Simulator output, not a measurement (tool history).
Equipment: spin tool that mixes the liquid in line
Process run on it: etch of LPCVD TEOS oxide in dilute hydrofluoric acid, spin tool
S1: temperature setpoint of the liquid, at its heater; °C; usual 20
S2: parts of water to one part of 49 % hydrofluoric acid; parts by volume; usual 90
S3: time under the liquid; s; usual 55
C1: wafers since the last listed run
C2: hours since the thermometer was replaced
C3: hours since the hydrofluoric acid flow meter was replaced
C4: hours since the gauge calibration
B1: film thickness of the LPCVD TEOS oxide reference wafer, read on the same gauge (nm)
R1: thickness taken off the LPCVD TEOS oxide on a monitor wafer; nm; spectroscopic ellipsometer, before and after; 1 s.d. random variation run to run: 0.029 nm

{"run": 1, "day": 0.0, "S1": 20, "S2": 90, "S3": 55, "C1": 0, "C2": 2158, "C3": 2575.2, "C4": 112.1, "B1": 39.97, "R1": 11.77}
{"run": 2, "day": 0.846, "S1": 20, "S2": 90, "S3": 55, "C1": 332, "C2": 2178.3, "C3": 2595.5, "C4": 132.4, "B1": 39.97, "R1": 11.76}
{"run": 3, "day": 2.304, "S1": 20, "S2": 90, "S3": 55, "C1": 573, "C2": 2213.3, "C3": 2630.5, "C4": 167.4, "B1": 39.97, "R1": 11.79}
{"run": 4, "day": 2.892, "S1": 20, "S2": 90, "S3": 55, "C1": 230, "C2": 2227.4, "C3": 2644.6, "C4": 181.5, "B1": 40.01, "R1": 11.84}
{"run": 5, "day": 3.738, "S1": 20, "S2": 90, "S3": 55, "C1": 332, "C2": 2247.7, "C3": 2664.9, "C4": 201.8, "B1": 40, "R1": 11.88}
{"run": 6, "day": 4.417, "S1": 20, "S2": 90, "S3": 55, "C1": 267, "C2": 2264, "C3": 2681.2, "C4": 218.1, "B1": 40.01, "R1": 11.91}
{"run": 7, "day": 5.179, "S1": 20, "S2": 90, "S3": 55, "C1": 299, "C2": 2282.3, "C3": 2699.5, "C4": 236.4, "B1": 39.99, "R1": 12.01}
{"run": 8, "day": 6.608, "S1": 20, "S2": 90, "S3": 55, "C1": 561, "C2": 2316.6, "C3": 2733.8, "C4": 270.7, "B1": 40.01, "R1": 11.95}
{"day": 6.858, "done": "hydrofluoric acid flow meter replaced"}
{"run": 9, "day": 8.088, "S1": 21, "S2": 100, "S3": 55, "C1": 565, "C2": 2352.1, "C3": 29.5, "C4": 306.2, "B1": 40, "R1": 9.69}
{"run": 10, "day": 8.933, "S1": 20, "S2": 55, "S3": 75, "C1": 332, "C2": 2372.4, "C3": 49.8, "C4": 326.5, "B1": 40.02, "R1": 24.48}
{"run": 11, "day": 9.833, "S1": 20, "S2": 90, "S3": 55, "C1": 353, "C2": 2394, "C3": 71.4, "C4": 348.1, "B1": 40.01, "R1": 10.6}
{"day": 10.25, "done": "thermometer replaced"}
{"run": 12, "day": 10.883, "S1": 20, "S2": 45, "S3": 75, "C1": 396, "C2": 15.2, "C3": 96.6, "C4": 373.3, "B1": 39.97, "R1": 27.88}
{"run": 13, "day": 11.467, "S1": 20, "S2": 90, "S3": 75, "C1": 229, "C2": 29.2, "C3": 110.6, "C4": 387.3, "B1": 40.01, "R1": 13.27}
{"run": 14, "day": 12.225, "S1": 20, "S2": 90, "S3": 55, "C1": 298, "C2": 47.4, "C3": 128.8, "C4": 405.5, "B1": 39.96, "R1": 9.79}
{"day": 12.317, "done": "gauge calibrated"}
{"run": 15, "day": 12.908, "S1": 25, "S2": 55, "S3": 30, "C1": 268, "C2": 63.8, "C3": 145.2, "C4": 14.2, "B1": 40, "R1": 11.15}
{"run": 16, "day": 14.246, "S1": 24.5, "S2": 110, "S3": 55, "C1": 525, "C2": 95.9, "C3": 177.3, "C4": 46.3, "B1": 39.97, "R1": 9.36}
{"run": 17, "day": 14.842, "S1": 23.5, "S2": 60, "S3": 85, "C1": 234, "C2": 110.2, "C3": 191.6, "C4": 60.6, "B1": 39.96, "R1": 27.28}
{"run": 18, "day": 15.471, "S1": 17, "S2": 55, "S3": 55, "C1": 247, "C2": 125.3, "C3": 206.7, "C4": 75.7, "B1": 40.06, "R1": 14.66}
{"run": 19, "day": 16.754, "S1": 20, "S2": 90, "S3": 55, "C1": 504, "C2": 156.1, "C3": 237.5, "C4": 106.5, "B1": 39.96, "R1": 9.8}

Take each entry between the runs: how does the hidden state at the last listed run before it differ from the hidden state at the first listed run after it?
Runs 8 to 9: hydrofluoric acid flow meter replaced (day 6.858)
  liquid hotter than its thermometer reads (K): 2.19 -> 2.23; hydrofluoric acid flow above the setpoint (%): 13.9 -> 1.27
  difference, measured minus the result without the unlogged condition, R1: +2.48 -> +0.96 nm
Runs 11 to 12: thermometer replaced (day 10.25)
  liquid hotter than its thermometer reads (K): 2.27 -> 0.15; hydrofluoric acid flow above the setpoint (%): 1.48 -> 1.61
  difference, measured minus the result without the unlogged condition, R1: +1.1 -> +0.63 nm
Runs 14 to 15: gauge calibrated (day 12.317)
  liquid hotter than its thermometer reads (K): 0.18 -> 0.195; hydrofluoric acid flow above the setpoint (%): 1.77 -> 1.85
  difference, measured minus the result without the unlogged condition, R1: +0.25 -> +0.31 nm
